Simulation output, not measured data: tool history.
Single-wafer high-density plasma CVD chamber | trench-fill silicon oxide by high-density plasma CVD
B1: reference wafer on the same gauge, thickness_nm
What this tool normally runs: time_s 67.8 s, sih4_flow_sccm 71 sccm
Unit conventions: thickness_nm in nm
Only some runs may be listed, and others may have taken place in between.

run 1 hour=0 | time_s=67.8 sih4_flow_sccm=67 | B1=471.83 | thickness_nm=497.05
run 2 hour=50.3 | time_s=67.8 sih4_flow_sccm=71 | B1=472.31 | thickness_nm=519.622
run 3 hour=114.6 | time_s=67.8 sih4_flow_sccm=71 | B1=471.796 | thickness_nm=519.508
run 4 hour=153.7 | time_s=67.8 sih4_flow_sccm=77 | B1=471.935 | thickness_nm=549.898
run 5 hour=208.6 | time_s=67.8 sih4_flow_sccm=77 | B1=472.165 | thickness_nm=551.799
run 6 hour=252.7 | time_s=67.8 sih4_flow_sccm=77 | B1=471.727 | thickness_nm=549.321
run 7 hour=323.3 | time_s=60.9 sih4_flow_sccm=74 | B1=471.832 | thickness_nm=478.376
run 8 hour=359.3 | time_s=60.9 sih4_flow_sccm=74 | B1=471.998 | thickness_nm=475.708
run 9 hour=423.7 | time_s=67.8 sih4_flow_sccm=71 | B1=472.397 | thickness_nm=514.4
run 10 hour=479.5 | time_s=75.1 sih4_flow_sccm=78 | B1=472.109 | thickness_nm=610.311
run 11 hour=516 | time_s=75.1 sih4_flow_sccm=78 | B1=472.091 | thickness_nm=611.018
run 12 hour=562.5 | time_s=75.1 sih4_flow_sccm=78 | B1=471.891 | thickness_nm=605.462
run 13 hour=626.9 | time_s=67.8 sih4_flow_sccm=71 | B1=471.957 | thickness_nm=507.432
run 14 hour=669.1 | time_s=74.7 sih4_flow_sccm=63 | B1=471.915 | thickness_nm=511.506
run 15 hour=724.5 | time_s=58.4 sih4_flow_sccm=60 | B1=472.093 | thickness_nm=382.949
run 16 hour=784.3 | time_s=57.6 sih4_flow_sccm=80 | B1=472.046 | thickness_nm=471.413
-- hour=823.8 gauge calibrated
run 17 hour=837.5 | time_s=63.4 sih4_flow_sccm=67 | B1=472.06 | thickness_nm=449.012
run 18 hour=902.6 | time_s=62.2 sih4_flow_sccm=66 | B1=472.249 | thickness_nm=435.185
-- hour=995.4 silane flow controller replaced
run 19 hour=1076.8 | time_s=67.8 sih4_flow_sccm=71 | B1=472.397 | thickness_nm=530.162
run 20 hour=1111.1 | time_s=75.1 sih4_flow_sccm=78 | B1=471.848 | thickness_nm=633.987
run 21 hour=1173 | time_s=54.4 sih4_flow_sccm=84 | B1=471.983 | thickness_nm=488.226
run 22 hour=1226.5 | time_s=67.8 sih4_flow_sccm=71 | B1=472.255 | thickness_nm=526.897
run 23 hour=1260.8 | time_s=75.7 sih4_flow_sccm=83 | B1=472.113 | thickness_nm=669.595
run 24 hour=1311.5 | time_s=58.5 sih4_flow_sccm=61 | B1=472.217 | thickness_nm=409.064
run 25 hour=1357.5 | time_s=67.8 sih4_flow_sccm=58 | B1=472.104 | thickness_nm=453.51

Forecast run 26:
run 26 hour=1424.3 | time_s=75.3 sih4_flow_sccm=81 | B1=? | thickness_nm=?

{"run 26": {"B1": 472.02, "thickness_nm": 652.713}}
Had the tool carried no hidden state, the very same run would have given thickness_nm 653.511 nm.

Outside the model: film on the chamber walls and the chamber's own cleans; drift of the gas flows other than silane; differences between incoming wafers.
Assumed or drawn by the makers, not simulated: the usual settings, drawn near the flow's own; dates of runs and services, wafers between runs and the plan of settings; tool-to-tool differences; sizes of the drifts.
